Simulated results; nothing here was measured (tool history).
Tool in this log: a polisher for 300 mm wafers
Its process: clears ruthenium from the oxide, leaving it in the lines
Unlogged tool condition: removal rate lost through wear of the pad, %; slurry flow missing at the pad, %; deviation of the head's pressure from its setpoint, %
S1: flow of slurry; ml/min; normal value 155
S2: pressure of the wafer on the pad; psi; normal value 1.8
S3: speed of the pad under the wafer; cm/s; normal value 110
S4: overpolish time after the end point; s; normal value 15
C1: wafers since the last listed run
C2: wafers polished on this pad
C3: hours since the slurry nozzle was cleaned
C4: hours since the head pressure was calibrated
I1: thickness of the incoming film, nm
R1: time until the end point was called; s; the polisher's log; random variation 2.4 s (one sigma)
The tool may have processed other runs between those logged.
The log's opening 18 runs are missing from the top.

run    hour   S1   S2   S3  S4   C1    C2     C3      C4     I1     R1
     1070.8  -- worn pad replaced by a new one
 19  1074.1  175  1.8  110  15  321    18  519.7  1573.1  179.4  183.4
 20  1129.4  155  1.5  134  15  298   316  575.0  1628.4  180.3  187.8
 21  1191.1  155  2.2  110   9  332   649  636.7  1690.1  180.3  158.9
     1209.5  -- head pressure recalibrated
 22  1250.7  155  1.4  110  19  310   960  696.3    41.2  179.7  254.2
 23  1277.4  115  1.2   82   9  144  1104  723.0    67.9  178.4  416.9
 24  1340.3  140  1.8  110  22  339  1443  785.9   130.8  183.0  204.8
 25  1386.2  155  1.8  110  15  247  1691  831.8   176.7  180.0  200.0
     1410.3  -- worn pad replaced by a new one
     1429.2  -- slurry nozzle cleaned
 26  1451.1  125  1.8  110  15  323   214   21.9   241.6  180.9  211.3
 27  1493.1  155  1.8  130  18  226   441   63.9   283.6  183.1  166.9
 28  1521.9  115  1.2   82   9  155   596   92.7   312.4  180.2  421.8
 29  1574.1  175  2.0  110  15  281   878  144.9   364.6  178.6  170.1
 30  1618.3  155  2.2  110  21  238  1116  189.1   408.8  180.4  158.3
 31  1646.3  155  2.2  110  15  151  1268  217.1   436.8  177.1  155.8

Predict each of these 5 candidate next runs independently; none follows another, all start after run 31:
  A  1646.8  155  1.8  110  15   2  1270  217.6  437.3  178.3   ?
  B  1646.8  205  1.8  110  19   2  1270  217.6  437.3  178.3   ?
  C  1646.8  155  1.5  110  15   2  1270  217.6  437.3  178.3   ?
  D  1646.8  155  1.8  144  15   2  1270  217.6  437.3  178.3   ?
  E  1646.8  200  1.8  126  15   2  1270  217.6  437.3  178.3   ?

run     R1
  A  192.9
  B  184.5
  C  231.4
  D  147.3
  E  161.6
Had the tool no hidden state, the same runs would have come out as:
run     R1
  A  201.8
  B  193.0
  C  242.1
  D  154.1
  E  169.1
